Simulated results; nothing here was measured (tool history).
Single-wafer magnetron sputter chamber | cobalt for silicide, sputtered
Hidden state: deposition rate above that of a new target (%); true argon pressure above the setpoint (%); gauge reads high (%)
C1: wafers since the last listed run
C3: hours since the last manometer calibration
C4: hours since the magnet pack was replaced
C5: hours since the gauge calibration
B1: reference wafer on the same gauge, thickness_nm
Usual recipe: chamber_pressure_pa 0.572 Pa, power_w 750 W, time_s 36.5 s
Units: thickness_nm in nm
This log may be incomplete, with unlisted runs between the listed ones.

Run 1, day 0.000: usual settings; C1 0; wafers on the sputter target 2534; C3 3257.8; C4 7715.5; C5 86.6; B1 11.705. Result: thickness_nm 12.778 nm.
Run 2, day 0.421: usual settings; C1 120; wafers on the sputter target 2654; C3 3267.9; C4 7725.6; C5 96.7; B1 11.698. Result: thickness_nm 12.746 nm.
At day 0.721: gauge calibrated.
Run 3, day 0.738: usual settings but chamber_pressure_pa 0.747 Pa; C1 90; wafers on the sputter target 2745; C3 3275.5; C4 7733.2; C5 0.4; B1 11.699. Result: thickness_nm 12.407 nm.
Run 4, day 1.217: usual settings; C1 137; wafers on the sputter target 2883; C3 3287.0; C4 7744.7; C5 11.9; B1 11.704. Result: thickness_nm 12.784 nm.
Run 5, day 1.592: usual settings but power_w 650 W; C1 107; wafers on the sputter target 2990; C3 3296.0; C4 7753.7; C5 20.9; B1 11.695. Result: thickness_nm 11.145 nm.
Run 6, day 2.175: usual settings but chamber_pressure_pa 0.464 Pa, power_w 850 W; C1 167; wafers on the sputter target 3157; C3 3310.0; C4 7767.7; C5 34.9; B1 11.698. Result: thickness_nm 14.694 nm.
Run 7, day 3.371: usual settings but chamber_pressure_pa 0.464 Pa, power_w 850 W; C1 342; wafers on the sputter target 3500; C3 3338.7; C4 7796.4; C5 63.6; B1 11.696. Result: thickness_nm 14.645 nm.
At day 3.762: capacitance manometer re-zeroed and calibrated.
Run 8, day 3.883: usual settings but chamber_pressure_pa 0.377 Pa; C1 51; wafers on the sputter target 3551; C3 2.9; C4 7808.7; C5 75.9; B1 11.702. Result: thickness_nm 13.213 nm.
At day 4.433: magnet pack replaced.
Run 9, day 4.475: usual settings but chamber_pressure_pa 0.489 Pa, power_w 850 W, time_s 40.5 s; C1 74; wafers on the sputter target 3626; C3 17.1; C4 1.0; C5 90.1; B1 11.702. Result: thickness_nm 16.209 nm.
At day 4.608: gauge calibrated.
At day 5.008: sputter target and shields replaced.
Run 10, day 5.029: usual settings but chamber_pressure_pa 0.734 Pa, power_w 600 W, time_s 40.9 s; C1 63; wafers on the sputter target 5; C3 30.4; C4 14.3; C5 10.1; B1 11.701. Result: thickness_nm 11.634 nm.
Run 11, day 5.504: usual settings but chamber_pressure_pa 0.344 Pa, power_w 550 W, time_s 43.7 s; C1 136; wafers on the sputter target 142; C3 41.8; C4 25.7; C5 21.5; B1 11.708. Result: thickness_nm 12.192 nm.
Run 12, day 5.900: usual settings; C1 113; wafers on the sputter target 255; C3 51.3; C4 35.2; C5 31.0; B1 11.700. Result: thickness_nm 13.148 nm.
Run 13, day 6.317: usual settings but chamber_pressure_pa 0.478 Pa, time_s 30.2 s; C1 119; wafers on the sputter target 375; C3 61.3; C4 45.2; C5 41.0; B1 11.699. Result: thickness_nm 11.044 nm.
Run 14, day 6.712: usual settings; C1 113; wafers on the sputter target 488; C3 70.8; C4 54.7; C5 50.5; B1 11.703. Result: thickness_nm 13.047 nm.
Run 15, day 7.000: usual settings but chamber_pressure_pa 0.633 Pa, power_w 600 W, time_s 32.8 s; C1 82; wafers on the sputter target 570; C3 77.7; C4 61.6; C5 57.4; B1 11.702. Result: thickness_nm 9.402 nm.

Each row is a separate what-if for the run after 15, all from the same tool condition, not one after another. Results?
Run A, day 7.017: usual settings; C1 4; wafers on the sputter target 575; C3 78.1; C4 62.0; C5 57.8; B1 ?. Result: thickness_nm ?.
Run B, day 7.017: usual settings but chamber_pressure_pa 0.449 Pa, power_w 700 W, time_s 34.2 s; C1 4; wafers on the sputter target 575; C3 78.1; C4 62.0; C5 57.8; B1 ?. Result: thickness_nm ?.
Run C, day 7.017: usual settings but chamber_pressure_pa 0.486 Pa, power_w 600 W, time_s 32.2 s; C1 4; wafers on the sputter target 575; C3 78.1; C4 62.0; C5 57.8; B1 ?. Result: thickness_nm ?.
Run D, day 7.017: usual settings but time_s 31.8 s; C1 4; wafers on the sputter target 575; C3 78.1; C4 62.0; C5 57.8; B1 ?. Result: thickness_nm ?.
Run E, day 7.017: usual settings but chamber_pressure_pa 0.498 Pa, power_w 900 W; C1 4; wafers on the sputter target 575; C3 78.1; C4 62.0; C5 57.8; B1 ?. Result: thickness_nm ?.

run      B1  thickness_nm
  A  11.697        13.034
  B  11.697        11.664
  C  11.697         9.421
  D  11.697        11.356
  E  11.697        15.729
Without the tool's unlogged condition, the same runs would have read:
run  thickness_nm
  A        13.202
  B        11.814
  C         9.543
  D        11.502
  E        15.932
